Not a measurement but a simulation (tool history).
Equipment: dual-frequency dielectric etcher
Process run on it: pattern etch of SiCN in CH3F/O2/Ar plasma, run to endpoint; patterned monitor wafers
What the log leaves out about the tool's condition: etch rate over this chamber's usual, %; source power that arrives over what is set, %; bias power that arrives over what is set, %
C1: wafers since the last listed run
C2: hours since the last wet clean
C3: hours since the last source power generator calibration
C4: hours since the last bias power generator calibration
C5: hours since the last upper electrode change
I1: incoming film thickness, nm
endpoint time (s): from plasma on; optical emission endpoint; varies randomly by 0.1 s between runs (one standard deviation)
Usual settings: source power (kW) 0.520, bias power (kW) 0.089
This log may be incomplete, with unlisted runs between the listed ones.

run 1 hour=0.0 | source_power_(kW)=0.420 bias_power_(kW)=0.103 | C1=0 C2=131.7 C3=3641.0 C4=1997.9 C5=4349.7 | I1=8.74 | endpoint_time_(s)=18.8
run 2 hour=6.8 | source_power_(kW)=0.420 bias_power_(kW)=0.103 | C1=108 C2=138.5 C3=3647.8 C4=2004.7 C5=4356.5 | I1=8.78 | endpoint_time_(s)=19.1
run 3 hour=16.0 | source_power_(kW)=0.520 bias_power_(kW)=0.089 | C1=146 C2=147.7 C3=3657.0 C4=2013.9 C5=4365.7 | I1=8.74 | endpoint_time_(s)=17.9
run 4 hour=33.1 | source_power_(kW)=0.520 bias_power_(kW)=0.089 | C1=273 C2=164.8 C3=3674.1 C4=2031.0 C5=4382.8 | I1=8.73 | endpoint_time_(s)=18.1
run 5 hour=48.4 | source_power_(kW)=0.520 bias_power_(kW)=0.089 | C1=244 C2=180.1 C3=3689.4 C4=2046.3 C5=4398.1 | I1=8.68 | endpoint_time_(s)=18.0
run 6 hour=57.8 | source_power_(kW)=0.520 bias_power_(kW)=0.105 | C1=150 C2=189.5 C3=3698.8 C4=2055.7 C5=4407.5 | I1=8.64 | endpoint_time_(s)=16.8
run 7 hour=75.0 | source_power_(kW)=0.520 bias_power_(kW)=0.105 | C1=274 C2=206.7 C3=3716.0 C4=2072.9 C5=4424.7 | I1=8.72 | endpoint_time_(s)=17.0
run 8 hour=81.8 | source_power_(kW)=0.520 bias_power_(kW)=0.105 | C1=108 C2=213.5 C3=3722.8 C4=2079.7 C5=4431.5 | I1=8.66 | endpoint_time_(s)=16.9
run 9 hour=97.5 | source_power_(kW)=0.520 bias_power_(kW)=0.099 | C1=250 C2=229.2 C3=3738.5 C4=2095.4 C5=4447.2 | I1=8.71 | endpoint_time_(s)=17.3
run 10 hour=114.4 | source_power_(kW)=0.520 bias_power_(kW)=0.099 | C1=269 C2=246.1 C3=3755.4 C4=2112.3 C5=4464.1 | I1=8.71 | endpoint_time_(s)=17.2
run 11 hour=120.9 | source_power_(kW)=0.520 bias_power_(kW)=0.099 | C1=103 C2=252.6 C3=3761.9 C4=2118.8 C5=4470.6 | I1=8.74 | endpoint_time_(s)=17.3
run 12 hour=133.2 | source_power_(kW)=0.520 bias_power_(kW)=0.089 | C1=196 C2=264.9 C3=3774.2 C4=2131.1 C5=4482.9 | I1=8.65 | endpoint_time_(s)=17.9
run 13 hour=149.9 | source_power_(kW)=0.520 bias_power_(kW)=0.089 | C1=266 C2=281.6 C3=3790.9 C4=2147.8 C5=4499.6 | I1=8.76 | endpoint_time_(s)=18.0
run 14 hour=165.0 | source_power_(kW)=0.520 bias_power_(kW)=0.089 | C1=241 C2=296.7 C3=3806.0 C4=2162.9 C5=4514.7 | I1=8.67 | endpoint_time_(s)=17.9
run 15 hour=191.2 | source_power_(kW)=0.440 bias_power_(kW)=0.089 | C1=418 C2=322.9 C3=3832.2 C4=2189.1 C5=4540.9 | I1=8.70 | endpoint_time_(s)=19.4
-- hour=221.1 upper electrode replaced
run 16 hour=221.6 | source_power_(kW)=0.440 bias_power_(kW)=0.089 | C1=102 C2=353.3 C3=3862.6 C4=2219.5 C5=0.5 | I1=8.63 | endpoint_time_(s)=19.5

Run 17, settings as shown, results not yet in. Your forecast:
-- hour=246.5 wet clean of the chamber
run 17 hour=247.0 | source_power_(kW)=0.600 bias_power_(kW)=0.078 | C1=22 C2=0.5 C3=3888.0 C4=2244.9 C5=25.9 | I1=8.83 | endpoint_time_(s)=?

{"run 17": {"endpoint time (s)": 18.0}}
Take away the tool's hidden state, keep the run-to-run variation as it was, and the same run would have given endpoint time (s) 18.0.
